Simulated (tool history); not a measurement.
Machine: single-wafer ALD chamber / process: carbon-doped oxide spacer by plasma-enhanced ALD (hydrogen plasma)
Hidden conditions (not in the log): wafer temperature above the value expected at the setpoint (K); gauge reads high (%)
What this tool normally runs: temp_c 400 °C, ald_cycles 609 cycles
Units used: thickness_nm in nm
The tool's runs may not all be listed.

run    hour  temp_c  ald_cycles  wafers since the last listed run  hours since the last thermocouple change  hours since the gauge calibration  read-back reference wafer on the same gauge, thickness_nm  thickness_nm
  1     0.0     400         609                                 0                                    1725.6                              393.6                                                     28.302        29.603
  2    14.2     392         609                                 5                                    1739.8                              407.8                                                     28.298        29.981
  3    35.7     392         609                                 7                                    1761.3                              429.3                                                     28.306        30.002
  4    65.3     392         609                                10                                    1790.9                              458.9                                                     28.284        30.057
  5    97.6     400         609                                11                                    1823.2                              491.2                                                     28.296        29.543
  6   111.7     400         609                                 5                                    1837.3                              505.3                                                     28.300        29.556
  7   125.4     400         609                                 5                                    1851.0                              519.0                                                     28.299        29.589
  8   155.1     400         609                                11                                    1880.7                              548.7                                                     28.306        29.546
  9   172.8     400         609                                 6                                    1898.4                              566.4                                                     28.306        29.462
      174.8  -- gauge calibrated
 10   185.1     400         609                                 4                                    1910.7                               10.3                                                     28.304        29.582
 11   208.6     400         609                                 8                                    1934.2                               33.8                                                     28.280        29.598
 12   240.0     400         609                                11                                    1965.6                               65.2                                                     28.311        29.591
 13   257.2     400         609                                 6                                    1982.8                               82.4                                                     28.289        29.507
 14   270.7     400         609                                 5                                    1996.3                               95.9                                                     28.306        29.441
 15   286.1     400         522                                 5                                    2011.7                              111.3                                                     28.301        25.235
 16   300.3     400         522                                 5                                    2025.9                              125.5                                                     28.300        25.298
 17   334.1     411         609                                12                                    2059.7                              159.3                                                     28.286        28.719
 18   365.8     411         609                                11                                    2091.4                              191.0                                                     28.311        28.734
 19   390.6     411         609                                 9                                    2116.2                              215.8                                                     28.296        28.567
 20   425.0     400         609                                12                                    2150.6                              250.2                                                     28.300        29.567
 21   447.1     400         609                                 8                                    2172.7                              272.3                                                     28.304        29.368
 22   472.7     410         560                                 9                                    2198.3                              297.9                                                     28.306        26.458
 23   486.8     391         555                                 5                                    2212.4                              312.0                                                     28.295        27.275
 24   502.7     396         697                                 5                                    2228.3                              327.9                                                     28.297        34.024
 25   524.7     396         673                                 8                                    2250.3                              349.9                                                     28.307        32.823
      547.3  -- thermocouple changed; heater temperature recalibrated
 26   557.4     406         711                                 9                                      10.1                              382.6                                                     28.295        34.568
 27   591.7     400         609                                12                                      44.4                              416.9                                                     28.306        30.037
 28   604.5     392         558                                 4                                      57.2                              429.7                                                     28.282        27.324
 29   630.7     392         534                                 9                                      83.4                              455.9                                                     28.299        26.178
 30   664.9     394         563                                12                                     117.6                              490.1                                                     28.308        27.635
 31   683.1     412         533                                 6                                     135.8                              508.3                                                     28.301        25.461
 32   750.5     387         609                                25                                     203.2                              575.7                                                     28.298        29.950
 33   784.1     390         550                                12                                     236.8                              609.3                                                     28.321        27.073
 34   802.3     391         555                                 6                                     255.0                              627.5                                                     28.297        27.347
 35   835.9     414         609                                12                                     288.6                              661.1                                                     28.300        28.901
      840.3  -- gauge calibrated
 36   858.5     400         609                                 8                                     311.2                               18.2                                                     28.285        29.847
 37   887.3     410         642                                10                                     340.0                               47.0                                                     28.306        30.881
 38   906.8     396         661                                 7                                     359.5                               66.5                                                     28.285        32.323
 39   928.0     415         659                                 7                                     380.7                               87.7                                                     28.300        31.205
 40   954.3     400         609                                 9                                     407.0                              114.0                                                     28.295        29.812
 41  1040.8     412         533                                32                                     493.5                              200.5                                                     28.306        25.399
 42  1063.7     395         609                                 8                                     516.4                              223.4                                                     28.311        29.997
 43  1091.9     400         609                                10                                     544.6                              251.6                                                     28.295        29.855

Each run again, without the hidden state but with its own random variation kept:
run  thickness_nm
  1        29.913
  2        29.981
  3        30.002
  4        30.057
  5        29.893
  6        29.912
  7        29.951
  8        29.920
  9        29.843
 10        29.970
 11        29.996
 12        30.004
 13        29.927
 14        29.866
 15        25.606
 16        25.675
 17        29.176
 18        29.207
 19        29.050
 20        30.069
 21        29.877
 22        26.942
 23        27.275
 24        34.279
 25        33.082
 26        34.496
 27        30.037
 28        27.324
 29        26.178
 30        27.635
 31        25.409
 32        29.950
 33        27.073
 34        27.347
 35        28.850
 36        29.847
 37        30.831
 38        32.323
 39        31.157
 40        29.812
 41        25.370
 42        29.997
 43        29.855

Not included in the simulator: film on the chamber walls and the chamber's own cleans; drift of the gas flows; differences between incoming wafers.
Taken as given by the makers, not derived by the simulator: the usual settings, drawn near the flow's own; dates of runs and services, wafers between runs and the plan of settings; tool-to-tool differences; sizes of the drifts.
